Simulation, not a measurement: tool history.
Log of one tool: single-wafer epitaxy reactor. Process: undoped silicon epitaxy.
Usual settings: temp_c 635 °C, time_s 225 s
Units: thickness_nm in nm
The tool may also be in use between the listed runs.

| run | day | temp_c | time_s | read-back reference wafer on the same gauge, thickness_nm | thickness_nm |
|---|---|---|---|---|---|
| 1 | 0 | 641 | 225 | 28.913 | 29.157 |
| 2 | 2.675 | 635 | 225 | 28.852 | 25.892 |
| 3 | 10.004 | 635 | 225 | 28.862 | 25.875 |
| 4 | 11.192 | 623 | 258 | 28.859 | 22.905 |
| 5 | 12.612 | 623 | 258 | 28.886 | 22.904 |
| 6 | 19.725 | 623 | 258 | 28.927 | 22.512 |
| 7 | 21.492 | 632 | 225 | 28.906 | 23.962 |
| 8 | 23.546 | 632 | 225 | 28.945 | 23.66 |
| 9 | 26.162 | 632 | 225 | 28.889 | 23.838 |
| 10 | 29.158 | 635 | 260 | 28.886 | 29.335 |
| 11 | 31.846 | 635 | 260 | 28.889 | 29.125 |
| 12 | 34.65 | 635 | 260 | 28.903 | 29.587 |
| 13 | 36.496 | 635 | 187 | 28.888 | 20.854 |
| 14 | 39.254 | 635 | 257 | 28.888 | 28.597 |
|  | 40.079 | pyrometer calibrated |
| 15 | 41.504 | 630 | 225 | 28.91 | 21.682 |
| 16 | 44.471 | 623 | 190 | 28.936 | 15.719 |
|  | 45.817 | gauge calibrated |
| 17 | 46.092 | 635 | 225 | 28.916 | 24.054 |
| 18 | 47.471 | 635 | 260 | 28.928 | 27.824 |
| 19 | 49.717 | 635 | 225 | 28.848 | 23.924 |
|  | 50.675 | pyrometer calibrated, repeated, since the last time left the tool worse |
| 20 | 51.904 | 649 | 191 | 28.88 | 29.995 |
| 21 | 53.267 | 625 | 268 | 28.892 | 25.58 |
| 22 | 54.429 | 646 | 225 | 28.873 | 33.064 |
| 23 | 56.342 | 641 | 249 | 28.871 | 32.515 |
| 24 | 57.862 | 625 | 225 | 28.941 | 21.143 |

Forecast each of these 5 alternatives for the next run:
| A | 57.883 | 620 | 225 | ? | ? |
| B | 57.883 | 646 | 188 | ? | ? |
| C | 57.883 | 621 | 253 | ? | ? |
| D | 57.883 | 647 | 264 | ? | ? |
| E | 57.883 | 635 | 248 | ? | ? |

| run | read-back reference wafer on the same gauge, thickness_nm | thickness_nm |
|---|---|---|
| A | 28.94 | 18.93 |
| B | 28.94 | 27.553 |
| C | 28.94 | 21.757 |
| D | 28.94 | 39.503 |
| E | 28.94 | 28.845 |
Without the tool's hidden state the same runs would have given:
| run | thickness_nm |
|---|---|
| A | 19.195 |
| B | 27.918 |
| C | 22.061 |
| D | 40.025 |
| E | 29.236 |
